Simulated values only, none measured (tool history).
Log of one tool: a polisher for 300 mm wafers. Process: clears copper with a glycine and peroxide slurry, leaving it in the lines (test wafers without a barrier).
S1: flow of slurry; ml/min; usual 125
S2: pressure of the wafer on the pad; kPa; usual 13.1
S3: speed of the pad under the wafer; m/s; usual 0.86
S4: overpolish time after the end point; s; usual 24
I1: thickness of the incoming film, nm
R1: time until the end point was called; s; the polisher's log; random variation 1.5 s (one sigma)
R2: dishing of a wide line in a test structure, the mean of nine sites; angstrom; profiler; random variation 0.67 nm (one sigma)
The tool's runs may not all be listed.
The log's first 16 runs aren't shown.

run,day,S1,S2,S3,S4,I1,R1,R2
# day 31.858: worn pad replaced by a new one
17,33.350,125,11.0,0.58,38,444.5,202.3,466
18,34.558,125,13.1,0.76,24,432.6,157.2,382
19,41.696,150,17.2,0.86,32,446.0,118.3,604
20,44.233,125,13.1,0.86,24,432.6,149.7,389
# day 45.954: head pressure recalibrated
21,46.079,145,13.1,1.14,24,444.5,124.1,451
# day 48.008: slurry nozzle cleaned
22,48.362,100,14.5,0.86,24,435.2,128.3,441
23,50.804,125,13.1,0.86,24,442.0,135.4,442
# day 51.258: worn pad replaced by a new one
24,54.071,125,13.1,0.86,24,432.7,136.7,431
25,56.958,125,11.0,0.86,30,440.8,158.2,445
26,59.204,125,17.9,0.86,36,440.8,113.3,631
27,63.904,125,16.5,1.02,24,438.4,110.0,502
28,65.558,125,13.1,0.86,24,445.9,149.8,393
29,68.521,145,13.1,0.68,24,446.7,163.2,380
30,71.133,145,11.7,0.86,24,446.1,159.1,387
# day 72.375: worn pad replaced by a new one
31,72.804,125,13.1,0.86,14,442.3,156.1,257
32,79.154,125,13.1,0.86,24,441.3,157.0,386
33,81.571,100,13.1,0.98,35,435.8,161.4,493

5 ways to go on from here, each from the tool as it stands after run 33. What would each give?
A,81.592,125,13.1,1.14,24,437.7,?,?
B,81.592,125,13.1,0.86,34,437.7,?,?
C,81.592,140,9.7,1.10,19,437.7,?,?
D,81.592,85,13.1,0.70,24,437.7,?,?
E,81.592,125,17.9,0.86,24,437.7,?,?

run,R1,R2
A,134.7,427
B,158.8,493
C,165.4,302
D,213.3,302
E,125.0,458
Without the tool's hidden state the same runs would have given:
run,R1,R2
A,112.4,485
B,132.6,556
C,140.7,344
D,164.7,373
E,104.4,520
